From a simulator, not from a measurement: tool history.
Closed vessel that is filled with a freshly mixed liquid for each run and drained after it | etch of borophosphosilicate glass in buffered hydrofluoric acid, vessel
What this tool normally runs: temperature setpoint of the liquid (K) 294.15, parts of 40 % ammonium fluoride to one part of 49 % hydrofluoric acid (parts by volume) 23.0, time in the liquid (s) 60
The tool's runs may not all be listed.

| run | day | temperature setpoint of the liquid (K) | parts of 40 % ammonium fluoride to one part of 49 % hydrofluoric acid (parts by volume) | time in the liquid (s) | wafers since the last listed run | hours since the thermometer was replaced | hours since the hydrofluoric acid flow meter was replaced | hours since the gauge calibration | read-back film thickness of the borophosphosilicate glass reference wafer, read on the same gauge (nm) | thickness taken off the borophosphosilicate glass on a monitor wafer (Å) |
|---|---|---|---|---|---|---|---|---|---|---|
| 1 | 0.000 | 296.65 | 23.0 | 35 | 0 | 1211.8 | 1558.2 | 502.3 | 30.00 | 411.1 |
| 2 | 1.612 | 296.65 | 23.0 | 35 | 4573 | 1250.5 | 1596.9 | 541.0 | 30.00 | 405.0 |
| 3 | 3.408 | 294.15 | 23.0 | 60 | 5093 | 1293.6 | 1640.0 | 584.1 | 30.02 | 602.4 |
| 4 | 5.450 | 294.15 | 23.0 | 60 | 5790 | 1342.6 | 1689.0 | 633.1 | 30.00 | 602.6 |
| 5 | 8.083 | 294.15 | 23.0 | 60 | 7469 | 1405.8 | 1752.2 | 696.3 | 30.00 | 607.3 |
| 6 | 10.279 | 297.65 | 23.0 | 60 | 6228 | 1458.5 | 1804.9 | 749.0 | 30.01 | 743.8 |
| 7 | 12.783 | 297.65 | 23.0 | 60 | 7102 | 1518.6 | 1865.0 | 809.1 | 30.00 | 744.6 |
| 8 | 14.825 | 297.65 | 23.0 | 60 | 5790 | 1567.6 | 1914.0 | 858.1 | 30.00 | 738.3 |
| 9 | 17.717 | 294.15 | 23.0 | 60 | 8201 | 1637.0 | 1983.4 | 927.5 | 30.00 | 611.1 |
|  | 17.896 | thermometer replaced |
| 10 | 20.704 | 294.15 | 23.0 | 60 | 8355 | 67.4 | 2055.1 | 999.2 | 29.97 | 613.5 |
| 11 | 22.546 | 294.15 | 27.0 | 60 | 5223 | 111.6 | 2099.3 | 1043.4 | 29.99 | 551.5 |
| 12 | 24.446 | 294.15 | 27.0 | 60 | 5389 | 157.2 | 2144.9 | 1089.0 | 29.98 | 544.3 |
| 13 | 25.646 | 294.15 | 27.0 | 60 | 3403 | 186.0 | 2173.7 | 1117.8 | 29.99 | 548.2 |
| 14 | 27.021 | 294.15 | 23.0 | 40 | 3900 | 219.0 | 2206.7 | 1150.8 | 30.00 | 409.7 |
|  | 28.792 | hydrofluoric acid flow meter replaced |
| 15 | 29.779 | 291.65 | 23.0 | 60 | 7705 | 285.2 | 23.7 | 1217.0 | 30.01 | 498.4 |
| 16 | 31.704 | 298.65 | 29.0 | 45 | 5460 | 331.4 | 69.9 | 1263.2 | 30.03 | 473.3 |
| 17 | 32.946 | 291.65 | 30.0 | 60 | 3521 | 361.2 | 99.7 | 1293.0 | 30.01 | 408.1 |
| 18 | 35.862 | 294.15 | 23.0 | 60 | 8272 | 431.2 | 169.7 | 1363.0 | 29.99 | 579.5 |
| 19 | 37.438 | 295.65 | 20.0 | 60 | 4467 | 469.0 | 207.5 | 1400.8 | 30.01 | 685.3 |
|  | 37.492 | gauge calibrated |
| 20 | 38.912 | 294.15 | 23.0 | 60 | 4183 | 504.4 | 242.9 | 34.1 | 29.98 | 571.1 |
| 21 | 40.338 | 290.15 | 23.0 | 90 | 4041 | 538.6 | 277.1 | 68.3 | 29.99 | 680.4 |
| 22 | 41.762 | 290.65 | 23.0 | 85 | 4041 | 572.8 | 311.3 | 102.5 | 29.97 | 668.9 |
| 23 | 44.125 | 295.65 | 30.0 | 85 | 6700 | 629.5 | 368.0 | 159.2 | 30.00 | 741.2 |
| 24 | 46.762 | 294.15 | 23.0 | 60 | 7480 | 692.8 | 431.3 | 222.5 | 30.00 | 575.2 |
| 25 | 50.838 | 294.15 | 23.0 | 45 | 11558 | 790.6 | 529.1 | 320.3 | 29.98 | 433.7 |
| 26 | 52.650 | 294.15 | 17.5 | 70 | 5140 | 834.1 | 572.6 | 363.8 | 30.01 | 862.8 |
| 27 | 55.129 | 290.65 | 27.5 | 85 | 7031 | 893.6 | 632.1 | 423.3 | 30.00 | 591.9 |

Forecast each of these 3 alternatives for the next run:
| A | 55.158 | 294.15 | 26.5 | 60 | 82 | 894.3 | 632.8 | 424.0 | ? | ? |
| B | 55.158 | 292.15 | 23.0 | 60 | 82 | 894.3 | 632.8 | 424.0 | ? | ? |
| C | 55.158 | 296.15 | 16.0 | 80 | 82 | 894.3 | 632.8 | 424.0 | ? | ? |

| run | read-back film thickness of the borophosphosilicate glass reference wafer, read on the same gauge (nm) | thickness taken off the borophosphosilicate glass on a monitor wafer (Å) |
|---|---|---|
| A | 30.01 | 521.7 |
| B | 30.01 | 514.9 |
| C | 30.01 | 1186.2 |
Without the tool's hidden state the same runs would have given:
| run | thickness taken off the borophosphosilicate glass on a monitor wafer (Å) |
|---|---|
| A | 511.6 |
| B | 505.0 |
| C | 1153.7 |

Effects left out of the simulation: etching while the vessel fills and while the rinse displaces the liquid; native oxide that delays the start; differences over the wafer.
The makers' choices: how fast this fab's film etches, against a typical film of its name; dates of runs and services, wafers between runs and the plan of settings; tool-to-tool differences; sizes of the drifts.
